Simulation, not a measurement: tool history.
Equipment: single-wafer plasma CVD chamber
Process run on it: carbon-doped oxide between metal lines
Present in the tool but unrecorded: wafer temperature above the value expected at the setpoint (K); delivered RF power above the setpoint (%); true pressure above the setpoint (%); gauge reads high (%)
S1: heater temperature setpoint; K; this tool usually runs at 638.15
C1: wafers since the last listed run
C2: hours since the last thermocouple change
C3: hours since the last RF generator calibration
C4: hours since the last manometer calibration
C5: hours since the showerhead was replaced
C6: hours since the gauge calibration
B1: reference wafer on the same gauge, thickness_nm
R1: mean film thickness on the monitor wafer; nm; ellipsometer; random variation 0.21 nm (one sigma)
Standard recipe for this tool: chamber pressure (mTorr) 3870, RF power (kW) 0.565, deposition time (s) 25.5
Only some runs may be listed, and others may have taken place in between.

{"run": 1, "day": 0.0, "S1": 630.15, "chamber pressure (mTorr)": 3870, "RF power (kW)": 0.485, "deposition time (s)": 25.5, "C1": 0, "C2": 772.2, "C3": 1292.6, "C4": 1974.9, "C5": 7390.7, "C6": 233.3, "B1": 131.001, "R1": 124.876}
{"run": 2, "day": 0.85, "S1": 638.15, "chamber pressure (mTorr)": 3870, "RF power (kW)": 0.49, "deposition time (s)": 25.5, "C1": 362, "C2": 792.6, "C3": 1313, "C4": 1995.3, "C5": 7411.1, "C6": 253.7, "B1": 131.034, "R1": 123.504}
{"run": 3, "day": 2.338, "S1": 638.15, "chamber pressure (mTorr)": 3870, "RF power (kW)": 0.565, "deposition time (s)": 25.5, "C1": 634, "C2": 828.3, "C3": 1348.7, "C4": 2031, "C5": 7446.8, "C6": 289.4, "B1": 130.893, "R1": 135.489}
{"run": 4, "day": 3.575, "S1": 638.15, "chamber pressure (mTorr)": 3870, "RF power (kW)": 0.565, "deposition time (s)": 21.4, "C1": 527, "C2": 858, "C3": 1378.4, "C4": 2060.7, "C5": 7476.5, "C6": 319.1, "B1": 130.915, "R1": 114}
{"run": 5, "day": 6.896, "S1": 638.15, "chamber pressure (mTorr)": 3870, "RF power (kW)": 0.565, "deposition time (s)": 21.4, "C1": 1416, "C2": 937.7, "C3": 1458.1, "C4": 2140.4, "C5": 7556.2, "C6": 398.8, "B1": 131.005, "R1": 113.5}
{"run": 6, "day": 8.3, "S1": 638.15, "chamber pressure (mTorr)": 3870, "RF power (kW)": 0.565, "deposition time (s)": 25.5, "C1": 598, "C2": 971.4, "C3": 1491.8, "C4": 2174.1, "C5": 7589.9, "C6": 432.5, "B1": 130.97, "R1": 135.006}
{"day": 8.921, "done": "thermocouple changed; heater temperature recalibrated"}
{"run": 7, "day": 9.442, "S1": 638.15, "chamber pressure (mTorr)": 3870, "RF power (kW)": 0.565, "deposition time (s)": 25.5, "C1": 344, "C2": 12.5, "C3": 1519.2, "C4": 2201.5, "C5": 7617.3, "C6": 459.9, "B1": 131.03, "R1": 136.768}
{"run": 8, "day": 10.429, "S1": 638.15, "chamber pressure (mTorr)": 4200, "RF power (kW)": 0.565, "deposition time (s)": 29.4, "C1": 421, "C2": 36.2, "C3": 1542.9, "C4": 2225.2, "C5": 7641, "C6": 483.6, "B1": 131.047, "R1": 158.783}
{"day": 11.004, "done": "RF generator calibrated"}
{"run": 9, "day": 11.817, "S1": 638.15, "chamber pressure (mTorr)": 4200, "RF power (kW)": 0.565, "deposition time (s)": 29.4, "C1": 449, "C2": 69.5, "C3": 19.5, "C4": 2258.5, "C5": 7674.3, "C6": 516.9, "B1": 130.983, "R1": 161.659}
{"day": 12.625, "done": "showerhead replaced"}
{"run": 10, "day": 12.733, "S1": 638.15, "chamber pressure (mTorr)": 4200, "RF power (kW)": 0.565, "deposition time (s)": 29.4, "C1": 248, "C2": 91.5, "C3": 41.5, "C4": 2280.5, "C5": 2.6, "C6": 538.9, "B1": 131.008, "R1": 161.219}
{"run": 11, "day": 13.375, "S1": 638.15, "chamber pressure (mTorr)": 3870, "RF power (kW)": 0.635, "deposition time (s)": 25.5, "C1": 273, "C2": 106.9, "C3": 56.9, "C4": 2295.9, "C5": 18, "C6": 554.3, "B1": 131.009, "R1": 149.074}
{"run": 12, "day": 14.725, "S1": 631.15, "chamber pressure (mTorr)": 3870, "RF power (kW)": 0.67, "deposition time (s)": 26.8, "C1": 575, "C2": 139.3, "C3": 89.3, "C4": 2328.3, "C5": 50.4, "C6": 586.7, "B1": 130.979, "R1": 164.613}
{"run": 13, "day": 15.483, "S1": 644.15, "chamber pressure (mTorr)": 3870, "RF power (kW)": 0.565, "deposition time (s)": 25.5, "C1": 323, "C2": 157.5, "C3": 107.5, "C4": 2346.5, "C5": 68.6, "C6": 604.9, "B1": 131.018, "R1": 136.746}
{"day": 15.983, "done": "gauge calibrated"}
{"run": 14, "day": 16.446, "S1": 638.15, "chamber pressure (mTorr)": 3870, "RF power (kW)": 0.565, "deposition time (s)": 25.5, "C1": 410, "C2": 180.6, "C3": 130.6, "C4": 2369.6, "C5": 91.7, "C6": 11.1, "B1": 131.008, "R1": 138.504}
{"run": 15, "day": 17.046, "S1": 648.15, "chamber pressure (mTorr)": 4550, "RF power (kW)": 0.6, "deposition time (s)": 29.4, "C1": 255, "C2": 195, "C3": 145, "C4": 2384, "C5": 106.1, "C6": 25.5, "B1": 130.959, "R1": 165.208}
{"run": 16, "day": 17.875, "S1": 638.15, "chamber pressure (mTorr)": 4820, "RF power (kW)": 0.565, "deposition time (s)": 25.5, "C1": 353, "C2": 214.9, "C3": 164.9, "C4": 2403.9, "C5": 126, "C6": 45.4, "B1": 130.893, "R1": 142.675}
{"run": 17, "day": 18.85, "S1": 638.15, "chamber pressure (mTorr)": 3870, "RF power (kW)": 0.565, "deposition time (s)": 25.5, "C1": 415, "C2": 238.3, "C3": 188.3, "C4": 2427.3, "C5": 149.4, "C6": 68.8, "B1": 130.992, "R1": 137.95}
{"day": 20.125, "done": "capacitance manometer re-zeroed and calibrated"}
{"run": 18, "day": 20.146, "S1": 651.15, "chamber pressure (mTorr)": 3870, "RF power (kW)": 0.565, "deposition time (s)": 26.9, "C1": 410, "C2": 269.4, "C3": 219.4, "C4": 0.5, "C5": 180.5, "C6": 99.9, "B1": 131.003, "R1": 141.392}
{"run": 19, "day": 20.617, "S1": 652.15, "chamber pressure (mTorr)": 3870, "RF power (kW)": 0.565, "deposition time (s)": 22.7, "C1": 200, "C2": 280.7, "C3": 230.7, "C4": 11.8, "C5": 191.8, "C6": 111.2, "B1": 131, "R1": 119.512}
{"run": 20, "day": 22.038, "S1": 638.15, "chamber pressure (mTorr)": 3870, "RF power (kW)": 0.565, "deposition time (s)": 25.5, "C1": 605, "C2": 314.8, "C3": 264.8, "C4": 45.9, "C5": 225.9, "C6": 145.3, "B1": 130.929, "R1": 137.614}
{"run": 21, "day": 22.892, "S1": 644.15, "chamber pressure (mTorr)": 3090, "RF power (kW)": 0.605, "deposition time (s)": 23.3, "C1": 364, "C2": 335.3, "C3": 285.3, "C4": 66.4, "C5": 246.4, "C6": 165.8, "B1": 131.049, "R1": 126.897}
{"run": 22, "day": 24.042, "S1": 630.15, "chamber pressure (mTorr)": 4470, "RF power (kW)": 0.565, "deposition time (s)": 21.8, "C1": 490, "C2": 362.9, "C3": 312.9, "C4": 94, "C5": 274, "C6": 193.4, "B1": 130.942, "R1": 122.278}
{"run": 23, "day": 25.529, "S1": 638.15, "chamber pressure (mTorr)": 4370, "RF power (kW)": 0.47, "deposition time (s)": 29.6, "C1": 634, "C2": 398.6, "C3": 348.6, "C4": 129.7, "C5": 309.7, "C6": 229.1, "B1": 131, "R1": 143.415}

The tool's hidden state at each run:
true pressure above the setpoint (%): 0, the same for each run
gauge reads high (%): 0, the same for each run
H1: wafer temperature above the value expected at the setpoint (K)
H2: delivered RF power above the setpoint (%)
run=1 H1=2.46 H2=-2.86
run=2 H1=2.61 H2=-2.87
run=3 H1=2.9 H2=-2.89
run=4 H1=3.14 H2=-2.91
run=5 H1=3.84 H2=-2.94
run=6 H1=4.16 H2=-2.95
run=7 H1=-0.733 H2=-2.96
run=8 H1=-0.728 H2=-2.97
run=9 H1=-0.71 H2=-0.239
run=10 H1=-0.693 H2=-0.344
run=11 H1=-0.678 H2=-0.416
run=12 H1=-0.639 H2=-0.56
run=13 H1=-0.612 H2=-0.637
run=14 H1=-0.574 H2=-0.732
run=15 H1=-0.547 H2=-0.789
run=16 H1=-0.507 H2=-0.866
run=17 H1=-0.455 H2=-0.953
run=18 H1=-0.378 H2=-1.06
run=19 H1=-0.347 H2=-1.1
run=20 H1=-0.248 H2=-1.21
run=21 H1=-0.182 H2=-1.28
run=22 H1=-0.0879 H2=-1.36
run=23 H1=0.0454 H2=-1.46
